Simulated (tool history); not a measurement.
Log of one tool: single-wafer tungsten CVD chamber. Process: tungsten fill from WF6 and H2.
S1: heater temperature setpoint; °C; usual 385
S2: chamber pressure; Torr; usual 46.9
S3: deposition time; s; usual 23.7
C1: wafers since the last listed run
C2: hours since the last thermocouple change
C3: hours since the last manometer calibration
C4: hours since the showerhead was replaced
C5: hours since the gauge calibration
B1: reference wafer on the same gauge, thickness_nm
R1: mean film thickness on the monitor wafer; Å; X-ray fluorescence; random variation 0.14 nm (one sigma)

Run 1, day 0: usual settings but S2 39.5 Torr, S3 26.2 s; C1 0; C2 1394.2; C3 350.9; C4 3321.5; C5 551; B1 53.079. Result: R1 624.76 Å.
Run 2, day 3.596: usual settings but S2 39.5 Torr, S3 26.2 s; C1 1514; C2 1480.5; C3 437.2; C4 3407.8; C5 637.3; B1 53.058. Result: R1 625.48 Å.
Run 3, day 6.55: usual settings; C1 1244; C2 1551.4; C3 508.1; C4 3478.7; C5 708.2; B1 53.122. Result: R1 613.53 Å.
Run 4, day 9.775: usual settings; C1 1358; C2 1628.8; C3 585.5; C4 3556.1; C5 785.6; B1 53.064. Result: R1 609.23 Å.
Run 5, day 11.417: usual settings; C1 691; C2 1668.2; C3 624.9; C4 3595.5; C5 825; B1 53.101. Result: R1 609.72 Å.
Run 6, day 14.338: usual settings; C1 1230; C2 1738.3; C3 695; C4 3665.6; C5 895.1; B1 53.108. Result: R1 606.64 Å.
Run 7, day 18.675: usual settings; C1 1827; C2 1842.4; C3 799.1; C4 3769.7; C5 999.2; B1 53.102. Result: R1 610 Å.
Run 8, day 21.258: usual settings but S2 37.9 Torr; C1 1088; C2 1904.4; C3 861.1; C4 3831.7; C5 1061.2; B1 53.091. Result: R1 553.54 Å.
Run 9, day 24.829: usual settings but S1 389 °C; C1 1504; C2 1990.1; C3 946.8; C4 3917.4; C5 1146.9; B1 53.131. Result: R1 665.83 Å.
Run 10, day 27.104: usual settings but S1 389 °C; C1 958; C2 2044.7; C3 1001.4; C4 3972; C5 1201.5; B1 53.112. Result: R1 666.71 Å.
Run 11, day 30.104: usual settings but S1 389 °C; C1 1263; C2 2116.7; C3 1073.4; C4 4044; C5 1273.5; B1 53.105. Result: R1 666.29 Å.
Run 12, day 33.758: usual settings; C1 1539; C2 2204.4; C3 1161.1; C4 4131.7; C5 1361.2; B1 53.107. Result: R1 610.24 Å.
At day 36.558: gauge calibrated.
Run 13, day 37.804: usual settings; C1 1704; C2 2301.5; C3 1258.2; C4 4228.8; C5 29.9; B1 53.096. Result: R1 606.74 Å.
Run 14, day 42.267: usual settings but S2 55.7 Torr; C1 1880; C2 2408.6; C3 1365.3; C4 4335.9; C5 137; B1 53.106. Result: R1 655.73 Å.
Run 15, day 45.958: usual settings but S2 55.7 Torr; C1 1555; C2 2497.2; C3 1453.9; C4 4424.5; C5 225.6; B1 53.099. Result: R1 656.14 Å.
At day 46.621: showerhead replaced.
Run 16, day 49.379: usual settings but S2 55.7 Torr; C1 1300; C2 2579.3; C3 1536; C4 66.2; C5 307.7; B1 53.074. Result: R1 659.27 Å.
Run 17, day 50.992: usual settings but S2 39.8 Torr; C1 679; C2 2618; C3 1574.7; C4 104.9; C5 346.4; B1 53.092. Result: R1 564.74 Å.
Run 18, day 54.946: usual settings but S1 392 °C, S2 55 Torr, S3 20.8 s; C1 1665; C2 2712.9; C3 1669.6; C4 199.8; C5 441.3; B1 53.108. Result: R1 668.57 Å.
Run 19, day 56.521: usual settings but S1 393 °C, S2 54.5 Torr, S3 27.1 s; C1 663; C2 2750.7; C3 1707.4; C4 237.6; C5 479.1; B1 53.118. Result: R1 889.63 Å.
Run 20, day 59.233: usual settings but S2 39.5 Torr, S3 26.2 s; C1 1142; C2 2815.8; C3 1772.5; C4 302.7; C5 544.2; B1 53.118. Result: R1 622.97 Å.
Run 21, day 62.729: usual settings but S2 56.6 Torr, S3 21.8 s; C1 1472; C2 2899.7; C3 1856.4; C4 386.6; C5 628.1; B1 53.122. Result: R1 605.05 Å.
Run 22, day 64.496: usual settings but S3 27.3 s; C1 744; C2 2942.1; C3 1898.8; C4 429; C5 670.5; B1 53.085. Result: R1 701.58 Å.
Run 23, day 66.912: usual settings but S1 372 °C, S2 53.9 Torr, S3 19.3 s; C1 1018; C2 3000.1; C3 1956.8; C4 487; C5 728.5; B1 53.098. Result: R1 389.18 Å.
Run 24, day 69.383: usual settings; C1 1041; C2 3059.4; C3 2016.1; C4 546.3; C5 787.8; B1 53.086. Result: R1 609.48 Å.
At day 71.038: capacitance manometer re-zeroed and calibrated.
Run 25, day 71.279: usual settings; C1 658; C2 3104.9; C3 5.8; C4 591.8; C5 833.3; B1 53.142. Result: R1 606.82 Å.
At day 72.05: thermocouple changed; heater temperature recalibrated.
Run 26, day 73.742: usual settings but S2 39.4 Torr, S3 19.2 s; C1 897; C2 40.6; C3 64.9; C4 650.9; C5 892.4; B1 53.095. Result: R1 471.32 Å.
Run 27, day 76.517: usual settings but S1 399 °C; C1 1169; C2 107.2; C3 131.5; C4 717.5; C5 959; B1 53.122. Result: R1 854.4 Å.
Run 28, day 80.583: usual settings but S3 25.5 s; C1 1713; C2 204.8; C3 229.1; C4 815.1; C5 1056.6; B1 53.137. Result: R1 674.2 Å.
Run 29, day 84.983: usual settings but S2 54 Torr, S3 21.9 s; C1 1853; C2 310.4; C3 334.7; C4 920.7; C5 1162.2; B1 53.106. Result: R1 618.06 Å.
Run 30, day 88.933: usual settings but S3 22 s; C1 1664; C2 405.2; C3 429.5; C4 1015.5; C5 1257; B1 53.09. Result: R1 577.56 Å.
Run 31, day 92.667: usual settings but S1 399 °C, S2 55.6 Torr; C1 1572; C2 494.8; C3 519.1; C4 1105.1; C5 1346.6; B1 53.101. Result: R1 909.47 Å.
At day 93.904: gauge calibrated.
Run 32, day 95.854: usual settings but S1 379 °C, S2 36.1 Torr, S3 20.7 s; C1 1342; C2 571.3; C3 595.6; C4 1181.6; C5 46.8; B1 53.078. Result: R1 420.34 Å.
Run 33, day 97.404: usual settings but S2 55 Torr, S3 25.7 s; C1 653; C2 608.5; C3 632.8; C4 1218.8; C5 84; B1 53.108. Result: R1 724.41 Å.
Run 34, day 101.225: usual settings but S1 391 °C, S2 53.6 Torr, S3 24.9 s; C1 1609; C2 700.2; C3 724.5; C4 1310.5; C5 175.7; B1 53.097. Result: R1 790.8 Å.

4 ways to go on from here, each from the tool as it stands after run 34. What would each give?
Run A, day 101.242: usual settings; C1 7; C2 700.6; C3 724.9; C4 1310.9; C5 176.1; B1 ?. Result: R1 ?.
Run B, day 101.242: usual settings but S1 400 °C, S2 57.6 Torr; C1 7; C2 700.6; C3 724.9; C4 1310.9; C5 176.1; B1 ?. Result: R1 ?.
Run C, day 101.242: usual settings but S1 376 °C; C1 7; C2 700.6; C3 724.9; C4 1310.9; C5 176.1; B1 ?. Result: R1 ?.
Run D, day 101.242: usual settings but S2 43.1 Torr, S3 19.7 s; C1 7; C2 700.6; C3 724.9; C4 1310.9; C5 176.1; B1 ?. Result: R1 ?.

run      B1      R1
  A  53.127  618.17
  B  53.127  938.06
  C  53.127  501.65
  D  53.127  494.21
Without the tool's hidden state the same runs would have given:
run      R1
  A  627.82
  B  951.14
  C  509.83
  D  501.92
